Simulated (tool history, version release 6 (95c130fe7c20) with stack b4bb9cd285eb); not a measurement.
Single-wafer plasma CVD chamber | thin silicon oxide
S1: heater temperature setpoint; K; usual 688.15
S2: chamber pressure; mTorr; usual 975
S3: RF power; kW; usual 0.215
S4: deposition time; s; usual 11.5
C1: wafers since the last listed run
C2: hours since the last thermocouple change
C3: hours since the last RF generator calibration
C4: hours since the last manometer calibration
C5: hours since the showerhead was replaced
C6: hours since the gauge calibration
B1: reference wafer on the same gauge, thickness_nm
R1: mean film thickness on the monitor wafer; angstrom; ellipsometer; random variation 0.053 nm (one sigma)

run,hour,S1,S2,S3,S4,C1,C2,C3,C4,C5,C6,B1,R1
1,0,688.15,1045,0.215,11.5,0,623.1,904.2,1064.8,5836.1,1105.9,21.193,229.57
2,92.2,699.15,975,0.215,11.5,3586,715.3,996.4,1157,5928.3,1198.1,21.193,214.63
# hour 143.8: capacitance manometer re-zeroed and calibrated
3,198,688.15,975,0.215,12,3804,821.1,1102.2,54.2,6034.1,1303.9,21.205,225.08
4,247.2,688.15,975,0.215,11.5,1913,870.3,1151.4,103.4,6083.3,1353.1,21.178,216.13
5,306.5,688.15,975,0.215,11.5,2306,929.6,1210.7,162.7,6142.6,1412.4,21.21,215.94
6,346.5,688.15,975,0.215,9.9,1556,969.6,1250.7,202.7,6182.6,1452.4,21.193,186.16
7,445.7,688.15,975,0.215,9.9,3859,1068.8,1349.9,301.9,6281.8,1551.6,21.165,185.2
8,514.3,677.15,975,0.215,11.5,2668,1137.4,1418.5,370.5,6350.4,1620.2,21.216,216.16
# hour 590: RF generator calibrated
9,590.5,677.15,975,0.215,11.5,2653,1213.6,0.5,446.7,6426.6,1696.4,21.237,223.11
10,636.1,677.15,975,0.215,11.5,1773,1259.2,46.1,492.3,6472.2,1742,21.204,223.3
# hour 786: showerhead replaced, of another model than before
11,789,681.15,1117,0.245,12.8,5636,1412.1,199,645.2,3,1894.9,21.211,292.65
12,825.7,673.15,900,0.215,11.5,1427,1448.8,235.7,681.9,39.7,1931.6,21.208,205.72
13,865.8,688.15,975,0.215,11.5,1559,1488.9,275.8,722,79.8,1971.7,21.217,217.76
# hour 868.3: gauge calibrated
14,954,688.15,975,0.215,11.5,3431,1577.1,364,810.2,168,85.7,21.2,217.85
15,1053.5,688.15,975,0.25,9.3,3870,1676.6,463.5,909.7,267.5,185.2,21.222,194.04
16,1152,688.15,975,0.215,11.5,3831,1775.1,562,1008.2,366,283.7,21.186,215.68
# hour 1360.7: thermocouple changed; heater temperature recalibrated
# hour 1369.2: capacitance manometer re-zeroed and calibrated
17,1433.2,675.15,881,0.215,10.4,10316,72.5,843.2,64,647.2,564.9,21.193,180.44
18,1497.4,688.15,975,0.215,11.5,2497,136.7,907.4,128.2,711.4,629.1,21.232,213.53
19,1604.1,679.15,796,0.19,10.4,4150,243.4,1014.1,234.9,818.1,735.8,21.199,148.32

Forecast run 20:
20,1683,701.15,975,0.215,11.5,3069,322.3,1093,313.8,897,814.7,?,?

{"run 20": {"B1": 21.185, "R1": 211.14}}
Without the tool's hidden state the same run would have given R1 219.87 angstrom.
